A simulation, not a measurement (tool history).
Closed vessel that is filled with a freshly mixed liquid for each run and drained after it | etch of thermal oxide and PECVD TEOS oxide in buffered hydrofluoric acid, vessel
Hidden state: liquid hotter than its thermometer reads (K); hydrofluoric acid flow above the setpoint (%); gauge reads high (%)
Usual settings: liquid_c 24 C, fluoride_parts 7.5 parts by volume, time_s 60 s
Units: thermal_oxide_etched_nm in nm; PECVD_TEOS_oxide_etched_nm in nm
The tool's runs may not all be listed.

run	hour	liquid_c	fluoride_parts	time_s	wafers since the last listed run	hours since the thermometer was replaced	hours since the hydrofluoric acid flow meter was replaced	hours since the gauge calibration	read-back film thickness of the thermal oxide reference wafer, read on the same gauge (nm)	read-back film thickness of the PECVD TEOS oxide reference wafer, read on the same gauge (nm)	thermal_oxide_etched_nm	PECVD_TEOS_oxide_etched_nm
1	0	24	7.5	60	0	2642	1140	832.7	117.48	146.86	87.32	290.08
2	44.7	24	7.5	70	6583	2686.7	1184.7	877.4	117.13	146.42	100.96	336.2
3	79.2	24	7.5	70	5081	2721.2	1219.2	911.9	116.82	146.01	100.88	338.92
4	91.6	24	7.5	70	1826	2733.6	1231.6	924.3	116.74	145.9	102.15	336.66
5	188.5	24	9	60	14272	2830.5	1328.5	1021.2	115.85	144.87	70.73	239.02
6	218.4	24	7.5	60	4403	2860.4	1358.4	1051.1	115.55	144.49	86.18	283.82
7	250.2	24	7.5	60	4683	2892.2	1390.2	1082.9	115.24	144.07	85.33	286.8
8	271.5	27	7.5	50	3137	2913.5	1411.5	1104.2	115.03	143.78	83.67	280.38
9	305.9	27	7.5	50	5066	2947.9	1445.9	1138.6	114.67	143.38	82.77	278.95
# hour 314.4: hydrofluoric acid flow meter replaced
10	330.6	27	7.5	50	3490	2972.6	16.2	1163.3	114.43	143.01	82.41	279.69
# hour 353.9: gauge calibrated
11	357.9	22	7.5	60	4020	2999.9	43.5	4	119.79	149.76	78.65	264.98
12	376.7	24	7.5	60	2768	3018.7	62.3	22.8	119.79	149.76	89.06	292.67
13	410.3	24	9.5	90	4948	3052.3	95.9	56.4	119.79	149.71	105.05	349.39
14	423.6	26	5.5	45	1958	3065.6	109.2	69.7	119.75	149.68	97.01	325.08
15	446.7	24	8.5	60	3402	3088.7	132.3	92.8	119.76	149.65	77.34	258.58
16	459.3	24	7.5	60	1855	3101.3	144.9	105.4	119.73	149.66	88.64	299.12
17	487.2	24	5.5	75	4109	3129.2	172.8	133.3	119.7	149.63	146.96	489.12
18	512.2	28	9	60	3682	3154.2	197.8	158.3	119.67	149.57	89.84	306.07
# hour 529.6: thermometer replaced
19	539	19.5	7.5	60	3799	9.4	224.6	185.1	119.65	149.53	68.15	230.92
20	616.9	19.5	7.5	30	11473	87.3	302.5	263	119.45	149.33	34.35	113.35
21	639.4	24	5	30	3313	109.8	325	285.5	119.41	149.31	63.31	211.43
22	654.4	24	5	60	2209	124.8	340	300.5	119.36	149.21	126.65	422.56
23	681.4	24	7.5	60	3976	151.8	367	327.5	119.3	149.12	86.75	291.13
24	705	24	9.5	60	3475	175.4	390.6	351.1	119.22	149.04	69.45	231.16
25	740.2	24	7.5	60	5184	210.6	425.8	386.3	119.12	148.87	87.28	295.53

5 ways to go on from here, each from the tool as it stands after run 25. What would each give?
A	740.9	24	7.5	60	103	211.3	426.5	387	?	?	?	?
B	740.9	26.5	7.5	90	103	211.3	426.5	387	?	?	?	?
C	740.9	26	5.5	90	103	211.3	426.5	387	?	?	?	?
D	740.9	21	6	60	103	211.3	426.5	387	?	?	?	?
E	740.9	24	7.5	45	103	211.3	426.5	387	?	?	?	?

run	read-back film thickness of the thermal oxide reference wafer, read on the same gauge (nm)	read-back film thickness of the PECVD TEOS oxide reference wafer, read on the same gauge (nm)	thermal_oxide_etched_nm	PECVD_TEOS_oxide_etched_nm
A	119.12	148.87	88.37	295.74
B	119.12	148.87	151.71	507.75
C	119.12	148.87	195.73	655.05
D	119.12	148.87	92.26	308.78
E	119.12	148.87	66.27	221.81
Without the tool's hidden state the same runs would have given:
run	thermal_oxide_etched_nm	PECVD_TEOS_oxide_etched_nm
A	89.04	297.98
B	152.86	511.6
C	197.21	660.02
D	92.96	311.12
E	66.78	223.49
